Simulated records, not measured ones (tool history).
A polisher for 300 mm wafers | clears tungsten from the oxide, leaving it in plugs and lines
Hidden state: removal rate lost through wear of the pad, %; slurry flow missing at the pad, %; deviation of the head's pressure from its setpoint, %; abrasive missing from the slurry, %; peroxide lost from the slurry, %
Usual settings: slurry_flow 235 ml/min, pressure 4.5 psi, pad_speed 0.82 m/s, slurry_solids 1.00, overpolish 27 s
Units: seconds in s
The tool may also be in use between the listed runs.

| run | day | slurry_flow | pressure | pad_speed | slurry_solids | overpolish | wafers since the last listed run | wafers polished on this pad | hours since the slurry nozzle was cleaned | hours since the head pressure was calibrated | hours since the slurry blender was calibrated | hours since the slurry got fresh peroxide | incoming thickness of the incoming film, nm | seconds |
|---|---|---|---|---|---|---|---|---|---|---|---|---|---|---|
| 1 | 0.000 | 260 | 5.2 | 0.82 | 1.00 | 27 | 0 | 775 | 322.3 | 740.4 | 95.2 | 198.1 | 442.4 | 61.0 |
| 2 | 2.379 | 260 | 5.2 | 0.82 | 1.00 | 27 | 450 | 1225 | 379.4 | 797.5 | 152.3 | 255.2 | 441.9 | 60.0 |
| 3 | 4.646 | 235 | 4.5 | 0.82 | 1.00 | 27 | 429 | 1654 | 433.8 | 851.9 | 206.7 | 309.6 | 444.0 | 69.4 |
|  | 5.021 | slurry tank refilled with fresh slurry and peroxide |
| 4 | 6.367 | 235 | 4.5 | 0.82 | 1.00 | 27 | 317 | 1972 | 475.1 | 893.2 | 248.0 | 32.3 | 445.8 | 68.5 |
| 5 | 7.879 | 235 | 3.6 | 0.82 | 1.00 | 27 | 286 | 2258 | 511.4 | 929.5 | 284.3 | 68.6 | 439.7 | 83.8 |
|  | 8.633 | slurry blender recalibrated |
|  | 9.496 | slurry nozzle cleaned |
|  | 9.888 | worn pad replaced by a new one |
| 6 | 10.792 | 235 | 3.6 | 0.82 | 1.00 | 27 | 496 | 171 | 31.1 | 999.4 | 51.8 | 138.5 | 444.0 | 86.1 |
| 7 | 12.367 | 235 | 4.5 | 0.82 | 1.00 | 27 | 298 | 469 | 68.9 | 1037.2 | 89.6 | 176.3 | 441.3 | 69.1 |
| 8 | 15.333 | 235 | 4.5 | 0.82 | 1.00 | 27 | 561 | 1030 | 140.1 | 1108.4 | 160.8 | 247.5 | 450.5 | 68.4 |
| 9 | 18.062 | 235 | 4.5 | 0.82 | 1.00 | 27 | 516 | 1547 | 205.6 | 1173.9 | 226.3 | 313.0 | 446.0 | 69.0 |
|  | 18.892 | head pressure recalibrated |
|  | 19.146 | slurry tank refilled with fresh slurry and peroxide |
| 10 | 19.529 | 235 | 4.5 | 0.82 | 1.00 | 27 | 254 | 1801 | 240.8 | 15.3 | 261.5 | 9.2 | 448.9 | 76.8 |
|  | 21.667 | worn pad replaced by a new one |
|  | 22.575 | slurry blender recalibrated |
| 11 | 22.596 | 235 | 4.5 | 0.82 | 1.00 | 27 | 533 | 160 | 314.4 | 88.9 | 0.5 | 82.8 | 447.2 | 75.1 |
| 12 | 23.933 | 280 | 3.5 | 0.82 | 1.00 | 13 | 253 | 413 | 346.5 | 121.0 | 32.6 | 114.9 | 452.4 | 88.5 |
| 13 | 26.004 | 235 | 4.5 | 0.98 | 1.00 | 27 | 392 | 805 | 396.2 | 170.7 | 82.3 | 164.6 | 447.3 | 66.1 |
| 14 | 28.317 | 235 | 5.0 | 0.82 | 1.00 | 27 | 437 | 1243 | 451.7 | 226.2 | 137.8 | 220.1 | 444.4 | 66.8 |
| 15 | 29.683 | 235 | 3.6 | 1.10 | 1.00 | 27 | 258 | 1501 | 484.5 | 259.0 | 170.6 | 252.9 | 454.1 | 74.1 |
|  | 31.779 | slurry nozzle cleaned |
| 16 | 31.917 | 235 | 3.8 | 0.82 | 1.00 | 27 | 414 | 1916 | 3.3 | 312.6 | 224.2 | 306.5 | 441.5 | 82.2 |
|  | 32.912 | slurry tank refilled with fresh slurry and peroxide |
| 17 | 33.021 | 235 | 5.0 | 0.74 | 0.80 | 21 | 201 | 2117 | 29.8 | 339.1 | 250.7 | 2.6 | 445.1 | 72.2 |
| 18 | 34.721 | 235 | 4.5 | 0.82 | 1.00 | 27 | 321 | 2439 | 70.6 | 379.9 | 291.5 | 43.4 | 447.8 | 71.8 |
|  | 34.892 | worn pad replaced by a new one |
| 19 | 36.108 | 235 | 4.5 | 0.82 | 1.00 | 27 | 231 | 229 | 103.9 | 413.2 | 324.8 | 76.7 | 448.2 | 73.0 |
|  | 36.542 | slurry blender recalibrated |
| 20 | 38.050 | 200 | 4.5 | 0.82 | 1.00 | 15 | 351 | 581 | 150.5 | 459.8 | 36.2 | 123.3 | 443.4 | 73.8 |
| 21 | 40.875 | 265 | 2.9 | 1.00 | 0.85 | 27 | 534 | 1116 | 218.3 | 527.6 | 104.0 | 191.1 | 439.0 | 88.7 |
| 22 | 42.233 | 235 | 3.6 | 0.94 | 1.25 | 27 | 257 | 1373 | 250.9 | 560.2 | 136.6 | 223.7 | 443.2 | 75.3 |
| 23 | 45.000 | 200 | 4.5 | 0.70 | 0.80 | 18 | 523 | 1897 | 317.3 | 626.6 | 203.0 | 290.1 | 447.1 | 81.1 |
|  | 46.617 | worn pad replaced by a new one |
|  | 46.617 | slurry tank refilled with fresh slurry and peroxide |
| 24 | 47.433 | 235 | 4.5 | 0.82 | 1.00 | 27 | 428 | 154 | 375.7 | 685.0 | 261.4 | 19.6 | 445.0 | 68.5 |
| 25 | 48.596 | 285 | 4.5 | 1.04 | 1.00 | 11 | 220 | 374 | 403.6 | 712.9 | 289.3 | 47.5 | 436.3 | 59.1 |
| 26 | 49.817 | 235 | 5.7 | 1.06 | 0.80 | 39 | 231 | 605 | 432.9 | 742.2 | 318.6 | 76.8 | 438.2 | 50.0 |
|  | 51.042 | slurry blender recalibrated |
| 27 | 52.696 | 190 | 3.4 | 1.06 | 1.00 | 27 | 529 | 1134 | 502.0 | 811.3 | 39.7 | 145.9 | 451.0 | 77.0 |

3 ways to go on from here, each from the tool as it stands after run 27. What would each give?
| A | 52.717 | 235 | 4.5 | 0.82 | 0.70 | 27 | 3 | 1138 | 502.5 | 811.8 | 40.2 | 146.4 | 453.1 | ? |
| B | 52.717 | 235 | 4.5 | 0.64 | 1.10 | 41 | 3 | 1138 | 502.5 | 811.8 | 40.2 | 146.4 | 453.1 | ? |
| C | 52.717 | 210 | 4.5 | 0.82 | 1.00 | 27 | 3 | 1138 | 502.5 | 811.8 | 40.2 | 146.4 | 453.1 | ? |

| run | seconds |
|---|---|
| A | 74.1 |
| B | 80.4 |
| C | 71.8 |
Without the tool's hidden state the same runs would have given:
| run | seconds |
|---|---|
| A | 80.8 |
| B | 87.5 |
| C | 78.2 |
